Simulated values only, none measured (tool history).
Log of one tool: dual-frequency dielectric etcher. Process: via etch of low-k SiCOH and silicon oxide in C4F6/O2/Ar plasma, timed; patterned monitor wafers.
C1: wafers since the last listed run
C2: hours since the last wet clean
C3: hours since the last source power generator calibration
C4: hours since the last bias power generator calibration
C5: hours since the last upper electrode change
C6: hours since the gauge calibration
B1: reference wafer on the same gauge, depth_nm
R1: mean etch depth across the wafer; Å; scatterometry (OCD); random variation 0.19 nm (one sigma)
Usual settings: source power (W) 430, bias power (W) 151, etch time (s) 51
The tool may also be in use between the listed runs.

Run 1, hour 0: usual settings; C1 0; C2 347.7; C3 3890.9; C4 2248; C5 3414.6; C6 583.2; B1 148. Result: R1 1241 Å.
Run 2, hour 44.6: usual settings; C1 522; C2 392.3; C3 3935.5; C4 2292.6; C5 3459.2; C6 627.8; B1 148. Result: R1 1238 Å.
Run 3, hour 80.1: usual settings; C1 416; C2 427.8; C3 3971; C4 2328.1; C5 3494.7; C6 663.3; B1 147.9. Result: R1 1234 Å.
Run 4, hour 93.9: usual settings; C1 161; C2 441.6; C3 3984.8; C4 2341.9; C5 3508.5; C6 677.1; B1 148. Result: R1 1235 Å.
At hour 131: wet clean of the chamber.
Run 5, hour 131.5: usual settings; C1 159; C2 0.5; C3 4022.4; C4 2379.5; C5 3546.1; C6 714.7; B1 148. Result: R1 1245 Å.
Run 6, hour 133.1: usual settings but source power (W) 480, etch time (s) 39; C1 18; C2 2.1; C3 4024; C4 2381.1; C5 3547.7; C6 716.3; B1 148.1. Result: R1 976 Å.
Run 7, hour 148.8: usual settings but source power (W) 480, etch time (s) 39; C1 184; C2 17.8; C3 4039.7; C4 2396.8; C5 3563.4; C6 732; B1 148.1. Result: R1 977 Å.
Run 8, hour 169.2: usual settings; C1 239; C2 38.2; C3 4060.1; C4 2417.2; C5 3583.8; C6 752.4; B1 148. Result: R1 1242 Å.
At hour 193.6: upper electrode replaced.
Run 9, hour 194.1: usual settings but source power (W) 500, etch time (s) 56; C1 10; C2 63.1; C3 4085; C4 2442.1; C5 0.5; C6 777.3; B1 148. Result: R1 1415 Å.
Run 10, hour 197.9: usual settings but source power (W) 500, etch time (s) 56; C1 44; C2 66.9; C3 4088.8; C4 2445.9; C5 4.3; C6 781.1; B1 148.1. Result: R1 1417 Å.
Run 11, hour 220.1: usual settings but source power (W) 500; C1 260; C2 89.1; C3 4111; C4 2468.1; C5 26.5; C6 803.3; B1 148. Result: R1 1285 Å.
At hour 224.3: bias power generator calibrated.
Run 12, hour 241.8: usual settings but bias power (W) 114; C1 207; C2 110.8; C3 4132.7; C4 17.5; C5 48.2; C6 825; B1 148.1. Result: R1 1179 Å.
Run 13, hour 259.2: usual settings but source power (W) 520, bias power (W) 184; C1 203; C2 128.2; C3 4150.1; C4 34.9; C5 65.6; C6 842.4; B1 148. Result: R1 1384 Å.
Run 14, hour 279.2: usual settings but source power (W) 470, bias power (W) 140, etch time (s) 44; C1 234; C2 148.2; C3 4170.1; C4 54.9; C5 85.6; C6 862.4; B1 148.1. Result: R1 1090 Å.
Run 15, hour 310.4: usual settings; C1 365; C2 179.4; C3 4201.3; C4 86.1; C5 116.8; C6 893.6; B1 148. Result: R1 1256 Å.
Run 16, hour 345.8: usual settings but source power (W) 330, bias power (W) 126, etch time (s) 39; C1 414; C2 214.8; C3 4236.7; C4 121.5; C5 152.2; C6 929; B1 148.1. Result: R1 868 Å.
Run 17, hour 380.2: usual settings but bias power (W) 165, etch time (s) 59; C1 403; C2 249.2; C3 4271.1; C4 155.9; C5 186.6; C6 963.4; B1 148. Result: R1 1483 Å.
Run 18, hour 461.8: usual settings; C1 956; C2 330.8; C3 4352.7; C4 237.5; C5 268.2; C6 1045; B1 148.1. Result: R1 1255 Å.
At hour 482: gauge calibrated.
Run 19, hour 483.2: usual settings but source power (W) 400; C1 250; C2 352.2; C3 4374.1; C4 258.9; C5 289.6; C6 1.2; B1 148. Result: R1 1232 Å.
Run 20, hour 502.1: usual settings; C1 221; C2 371.1; C3 4393; C4 277.8; C5 308.5; C6 20.1; B1 148.1. Result: R1 1256 Å.
Run 21, hour 515.9: usual settings; C1 161; C2 384.9; C3 4406.8; C4 291.6; C5 322.3; C6 33.9; B1 148.1. Result: R1 1250 Å.
At hour 536.7: source power generator calibrated.
Run 22, hour 547.2: usual settings but bias power (W) 167; C1 319; C2 416.2; C3 10.5; C4 322.9; C5 353.6; C6 65.2; B1 147.9. Result: R1 1282 Å.
At hour 582.5: wet clean of the chamber.
Run 23, hour 583: usual settings but bias power (W) 162; C1 138; C2 0.5; C3 46.3; C4 358.7; C5 389.4; C6 101; B1 148. Result: R1 1286 Å.
Run 24, hour 583.4: usual settings; C1 4; C2 0.9; C3 46.7; C4 359.1; C5 389.8; C6 101.4; B1 147.9. Result: R1 1260 Å.
Run 25, hour 613.6: usual settings but source power (W) 480, bias power (W) 165, etch time (s) 35.5; C1 353; C2 31.1; C3 76.9; C4 389.3; C5 420; C6 131.6; B1 147.9. Result: R1 922 Å.
Run 26, hour 648.2: usual settings; C1 405; C2 65.7; C3 111.5; C4 423.9; C5 454.6; C6 166.2; B1 147.9. Result: R1 1262 Å.
Run 27, hour 680.5: usual settings but source power (W) 390, bias power (W) 114; C1 378; C2 98; C3 143.8; C4 456.2; C5 486.9; C6 198.5; B1 147.9. Result: R1 1151 Å.
Run 28, hour 713.5: usual settings but bias power (W) 165, etch time (s) 59; C1 386; C2 131; C3 176.8; C4 489.2; C5 519.9; C6 231.5; B1 148. Result: R1 1483 Å.
Run 29, hour 747.2: usual settings but source power (W) 480, bias power (W) 136, etch time (s) 39; C1 394; C2 164.7; C3 210.5; C4 522.9; C5 553.6; C6 265.2; B1 147.9. Result: R1 965 Å.

Forecast each of these 4 alternatives for the next run:
Run A, hour 747.6: usual settings; C1 4; C2 165.1; C3 210.9; C4 523.3; C5 554; C6 265.6; B1 ?. Result: R1 ?.
Run B, hour 747.6: usual settings but source power (W) 400, bias power (W) 137, etch time (s) 56; C1 4; C2 165.1; C3 210.9; C4 523.3; C5 554; C6 265.6; B1 ?. Result: R1 ?.
Run C, hour 747.6: usual settings but bias power (W) 140, etch time (s) 64; C1 4; C2 165.1; C3 210.9; C4 523.3; C5 554; C6 265.6; B1 ?. Result: R1 ?.
Run D, hour 747.6: usual settings but source power (W) 510, bias power (W) 117, etch time (s) 43; C1 4; C2 165.1; C3 210.9; C4 523.3; C5 554; C6 265.6; B1 ?. Result: R1 ?.

run   B1    R1
  A  148  1257
  B  148  1326
  C  148  1549
  D  148  1040
Without the tool's hidden state the same runs would have given:
run    R1
  A  1261
  B  1330
  C  1554
  D  1044
